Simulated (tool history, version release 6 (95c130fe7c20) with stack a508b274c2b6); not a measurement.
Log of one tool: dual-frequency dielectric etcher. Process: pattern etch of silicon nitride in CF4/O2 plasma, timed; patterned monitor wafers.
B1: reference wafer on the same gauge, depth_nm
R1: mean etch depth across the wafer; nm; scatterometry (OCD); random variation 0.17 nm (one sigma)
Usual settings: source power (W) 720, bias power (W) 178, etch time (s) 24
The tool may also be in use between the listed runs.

Run 1, day 0: usual settings but source power (W) 840; B1 77.5. Result: R1 80.5 nm.
Run 2, day 1.258: usual settings but source power (W) 840; B1 77.5. Result: R1 80.5 nm.
Run 3, day 2.3: usual settings; B1 77.5. Result: R1 69.2 nm.
Run 4, day 3.058: usual settings; B1 77.4. Result: R1 69.1 nm.
Run 5, day 3.642: usual settings but bias power (W) 155; B1 77.5. Result: R1 64.7 nm.
Run 6, day 4.633: usual settings but bias power (W) 155; B1 77.5. Result: R1 64.7 nm.
Run 7, day 6.017: usual settings; B1 77.5. Result: R1 69.3 nm.
Run 8, day 7.096: usual settings; B1 77.5. Result: R1 69 nm.
Run 9, day 8.5: usual settings; B1 77.5. Result: R1 69 nm.
Run 10, day 9.15: usual settings; B1 77.4. Result: R1 69 nm.
At day 9.708: gauge calibrated.
Run 11, day 10.504: usual settings but etch time (s) 18.5; B1 77.5. Result: R1 53.5 nm.
Run 12, day 11.404: usual settings but source power (W) 630, bias power (W) 148, etch time (s) 18.5; B1 77.5. Result: R1 43 nm.
At day 11.583: source power generator calibrated.
Run 13, day 12.517: usual settings; B1 77.5. Result: R1 67.3 nm.
Run 14, day 13.142: usual settings but bias power (W) 155; B1 77.6. Result: R1 63 nm.
At day 15.121: wet clean of the chamber.
Run 15, day 15.142: usual settings but bias power (W) 155; B1 77.5. Result: R1 63 nm.
Run 16, day 15.158: usual settings but source power (W) 780, bias power (W) 146; B1 77.6. Result: R1 66.1 nm.
Run 17, day 15.662: usual settings but etch time (s) 20.5; B1 77.5. Result: R1 57 nm.
Run 18, day 16.2: usual settings but source power (W) 810; B1 77.6. Result: R1 75.4 nm.
At day 17.958: upper electrode replaced.
Run 19, day 17.979: usual settings but source power (W) 640, bias power (W) 198, etch time (s) 30.5; B1 77.5. Result: R1 79.8 nm.
Run 20, day 17.996: usual settings but source power (W) 840, bias power (W) 201, etch time (s) 19.5; B1 77.4. Result: R1 67.2 nm.
Run 21, day 18.658: usual settings but source power (W) 630, bias power (W) 151, etch time (s) 27.5; B1 77.5. Result: R1 62.4 nm.
At day 19.496: bias power generator calibrated.
Run 22, day 19.892: usual settings but source power (W) 600, bias power (W) 141; B1 77.4. Result: R1 50 nm.
Run 23, day 21.062: usual settings but bias power (W) 158; B1 77.5. Result: R1 63.6 nm.
Run 24, day 22.267: usual settings but source power (W) 630, bias power (W) 194, etch time (s) 27; B1 77.5. Result: R1 68.7 nm.
Run 25, day 23.738: usual settings but source power (W) 630, bias power (W) 146, etch time (s) 27; B1 77.4. Result: R1 60.4 nm.
Run 26, day 24.617: usual settings but source power (W) 860, bias power (W) 137; B1 77.5. Result: R1 70.9 nm.
Run 27, day 25.996: usual settings but source power (W) 670, bias power (W) 152; B1 77.5. Result: R1 58.1 nm.
Run 28, day 27.425: usual settings; B1 77.5. Result: R1 67.6 nm.
Run 29, day 28.675: usual settings but source power (W) 620, bias power (W) 165, etch time (s) 19; B1 77.5. Result: R1 44.4 nm.
Run 30, day 29.579: usual settings but source power (W) 650, bias power (W) 160, etch time (s) 27.5; B1 77.4. Result: R1 66.5 nm.
Run 31, day 30.55: usual settings; B1 77.5. Result: R1 67.4 nm.

Measured less the same run without the tool's hidden state. The same run-to-run variation is in both; the gauge's scatter may not be:
The hidden state here: etch rate over this chamber's usual, %; source power that arrives over what is set, %; bias power that arrives over what is set, %; gauge reads high (%).
run    R1
  1  +2.3
  2  +2.3
  3  +2.1
  4    +2
  5  +1.9
  6    +2
  7  +2.1
  8  +2.2
  9  +2.2
 10  +2.1
 11  +1.7
 12  +1.4
 13  -0.1
 14    +0
 15    +0
 16    +0
 17  +0.1
 18  +0.1
 19    +0
 20  +0.1
 21    +0
 22  +0.1
 23  +0.1
 24  +0.1
 25  +0.1
 26  +0.2
 27  +0.1
 28  +0.2
 29  +0.2
 30  +0.3
 31  +0.3
